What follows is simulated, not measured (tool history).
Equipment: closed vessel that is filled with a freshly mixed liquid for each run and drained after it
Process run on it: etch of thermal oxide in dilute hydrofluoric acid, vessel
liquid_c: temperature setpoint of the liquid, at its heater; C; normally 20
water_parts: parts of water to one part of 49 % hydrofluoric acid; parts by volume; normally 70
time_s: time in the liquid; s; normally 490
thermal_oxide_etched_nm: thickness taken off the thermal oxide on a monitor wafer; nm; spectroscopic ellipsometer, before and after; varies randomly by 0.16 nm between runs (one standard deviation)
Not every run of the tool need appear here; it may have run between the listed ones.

| run | hour | liquid_c | water_parts | time_s | read-back film thickness of the thermal oxide reference wafer, read on the same gauge (nm) | thermal_oxide_etched_nm |
|---|---|---|---|---|---|---|
| 1 | 0 | 20 | 70 | 490 | 139.98 | 25.33 |
| 2 | 38.6 | 20 | 70 | 490 | 140 | 25.37 |
| 3 | 74.5 | 20 | 70 | 490 | 140 | 25.29 |
| 4 | 123.5 | 20 | 70 | 490 | 140 | 25.16 |
| 5 | 183.4 | 20 | 70 | 490 | 139.99 | 25.23 |
| 6 | 253 | 20 | 70 | 490 | 140 | 25.25 |
| 7 | 281.7 | 20 | 70 | 490 | 139.99 | 24.92 |
| 8 | 311 | 20 | 70 | 490 | 140 | 24.77 |
| 9 | 521.2 | 20 | 70 | 490 | 139.98 | 24.83 |
| 10 | 547.3 | 20 | 70 | 490 | 140.02 | 24.56 |
| 11 | 608.9 | 23 | 50 | 620 | 140 | 50.52 |
|  | 645.8 | hydrofluoric acid flow meter replaced |
|  | 705.5 | gauge calibrated |
|  | 711.8 | thermometer replaced |
| 12 | 805.1 | 23.5 | 55 | 490 | 140 | 42.08 |
| 13 | 836.3 | 20 | 70 | 490 | 140.01 | 28.28 |
| 14 | 869.5 | 18.5 | 50 | 490 | 140 | 38.09 |
| 15 | 906.7 | 20 | 70 | 490 | 140.01 | 28.47 |
| 16 | 948.4 | 22 | 95 | 400 | 139.98 | 17.86 |
| 17 | 973.4 | 20 | 70 | 490 | 140 | 28.21 |
| 18 | 1044.7 | 23 | 70 | 245 | 140 | 15.83 |
| 19 | 1113.7 | 20 | 55 | 205 | 140.01 | 15.18 |
| 20 | 1177.4 | 17 | 80 | 645 | 139.98 | 28.03 |

3 ways to go on from here, each from the tool as it stands after run 20. What would each give?
| A | 1178.2 | 20 | 70 | 575 | ? | ? |
| B | 1178.2 | 17 | 70 | 395 | ? | ? |
| C | 1178.2 | 20 | 40 | 490 | ? | ? |

| run | read-back film thickness of the thermal oxide reference wafer, read on the same gauge (nm) | thermal_oxide_etched_nm |
|---|---|---|
| A | 139.99 | 32.61 |
| B | 139.99 | 19.73 |
| C | 139.99 | 50.46 |
Stripped of hidden state, with their random variation kept, the same runs would have yielded:
| run | thermal_oxide_etched_nm |
|---|---|
| A | 33.78 |
| B | 20.44 |
| C | 52.22 |

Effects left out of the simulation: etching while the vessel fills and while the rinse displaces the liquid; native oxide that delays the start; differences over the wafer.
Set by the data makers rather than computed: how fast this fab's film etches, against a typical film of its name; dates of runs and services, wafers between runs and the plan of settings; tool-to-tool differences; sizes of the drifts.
